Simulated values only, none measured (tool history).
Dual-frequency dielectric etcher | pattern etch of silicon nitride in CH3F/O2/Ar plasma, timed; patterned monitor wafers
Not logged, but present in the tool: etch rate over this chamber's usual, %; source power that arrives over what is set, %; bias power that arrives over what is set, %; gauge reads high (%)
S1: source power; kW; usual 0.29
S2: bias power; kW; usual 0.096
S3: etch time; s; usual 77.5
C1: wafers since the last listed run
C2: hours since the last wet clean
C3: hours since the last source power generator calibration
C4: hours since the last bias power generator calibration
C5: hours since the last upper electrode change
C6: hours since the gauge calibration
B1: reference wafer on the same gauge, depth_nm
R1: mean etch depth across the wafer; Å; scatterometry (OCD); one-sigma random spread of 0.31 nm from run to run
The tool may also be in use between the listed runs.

| run | day | S1 | S2 | S3 | C1 | C2 | C3 | C4 | C5 | C6 | B1 | R1 |
|---|---|---|---|---|---|---|---|---|---|---|---|---|
| 1 | 0 | 0.29 | 0.096 | 77.5 | 0 | 177.9 | 1356.7 | 1587 | 4524 | 181.8 | 58.1 | 569 |
| 2 | 0.908 | 0.29 | 0.096 | 77.5 | 262 | 199.7 | 1378.5 | 1608.8 | 4545.8 | 203.6 | 58.2 | 569 |
| 3 | 2.358 | 0.29 | 0.096 | 77.5 | 419 | 234.5 | 1413.3 | 1643.6 | 4580.6 | 238.4 | 58.1 | 575 |
| 4 | 3.812 | 0.29 | 0.096 | 77.5 | 420 | 269.4 | 1448.2 | 1678.5 | 4615.5 | 273.3 | 58.2 | 569 |
| 5 | 4.542 | 0.29 | 0.096 | 77.5 | 211 | 286.9 | 1465.7 | 1696 | 4633 | 290.8 | 58.2 | 576 |
| 6 | 5.588 | 0.29 | 0.096 | 77.5 | 302 | 312 | 1490.8 | 1721.1 | 4658.1 | 315.9 | 58.2 | 569 |
|  | 5.792 | gauge calibrated |
|  | 6.554 | source power generator calibrated |
|  | 7.021 | wet clean of the chamber |
| 7 | 7.042 | 0.29 | 0.096 | 77.5 | 237 | 0.5 | 11.7 | 1756 | 4693 | 30 | 58.2 | 571 |
| 8 | 7.675 | 0.27 | 0.096 | 77.5 | 183 | 15.7 | 26.9 | 1771.2 | 4708.2 | 45.2 | 58.2 | 555 |
| 9 | 8.292 | 0.29 | 0.096 | 66 | 178 | 30.5 | 41.7 | 1786 | 4723 | 60 | 58.2 | 489 |
| 10 | 9.729 | 0.29 | 0.096 | 66 | 416 | 65 | 76.2 | 1820.5 | 4757.5 | 94.5 | 58.2 | 486 |
| 11 | 10.296 | 0.29 | 0.103 | 77.5 | 164 | 78.6 | 89.8 | 1834.1 | 4771.1 | 108.1 | 58.2 | 590 |
|  | 10.95 | bias power generator calibrated |
|  | 12.175 | upper electrode replaced |
| 12 | 12.196 | 0.29 | 0.072 | 77.5 | 212 | 124.2 | 135.4 | 29.9 | 0.5 | 153.7 | 58.2 | 496 |
| 13 | 12.208 | 0.32 | 0.077 | 55.5 | 3 | 124.5 | 135.7 | 30.2 | 0.8 | 154 | 58.1 | 384 |
| 14 | 12.754 | 0.29 | 0.113 | 97.5 | 157 | 137.6 | 148.8 | 43.3 | 13.9 | 167.1 | 58.2 | 777 |
| 15 | 13.975 | 0.34 | 0.084 | 77.5 | 353 | 166.9 | 178.1 | 72.6 | 43.2 | 196.4 | 58.2 | 566 |
| 16 | 14.888 | 0.34 | 0.079 | 67 | 264 | 188.8 | 200 | 94.5 | 65.1 | 218.3 | 58.1 | 479 |
| 17 | 15.558 | 0.29 | 0.096 | 77.5 | 194 | 204.9 | 216.1 | 110.6 | 81.2 | 234.4 | 58.3 | 573 |
| 18 | 16.079 | 0.29 | 0.096 | 77.5 | 150 | 217.4 | 228.6 | 123.1 | 93.7 | 246.9 | 58.2 | 571 |
| 19 | 17.45 | 0.27 | 0.096 | 77.5 | 396 | 250.3 | 261.5 | 156 | 126.6 | 279.8 | 58.2 | 553 |
| 20 | 18.308 | 0.26 | 0.109 | 77.5 | 248 | 270.9 | 282.1 | 176.6 | 147.2 | 300.4 | 58.2 | 585 |

Here are 5 independent what-if runs from the current tool condition. What would each one return?
| A | 18.325 | 0.29 | 0.112 | 77.5 | 4 | 271.3 | 282.5 | 177 | 147.6 | 300.8 | ? | ? |
| B | 18.325 | 0.29 | 0.106 | 96 | 4 | 271.3 | 282.5 | 177 | 147.6 | 300.8 | ? | ? |
| C | 18.325 | 0.29 | 0.096 | 61 | 4 | 271.3 | 282.5 | 177 | 147.6 | 300.8 | ? | ? |
| D | 18.325 | 0.26 | 0.076 | 56.5 | 4 | 271.3 | 282.5 | 177 | 147.6 | 300.8 | ? | ? |
| E | 18.325 | 0.29 | 0.096 | 87 | 4 | 271.3 | 282.5 | 177 | 147.6 | 300.8 | ? | ? |

| run | B1 | R1 |
|---|---|---|
| A | 58.1 | 615 |
| B | 58.1 | 742 |
| C | 58.1 | 450 |
| D | 58.1 | 360 |
| E | 58.1 | 642 |
With no hidden state in the tool, these same runs would have given:
| run | R1 |
|---|---|
| A | 615 |
| B | 742 |
| C | 450 |
| D | 360 |
| E | 642 |
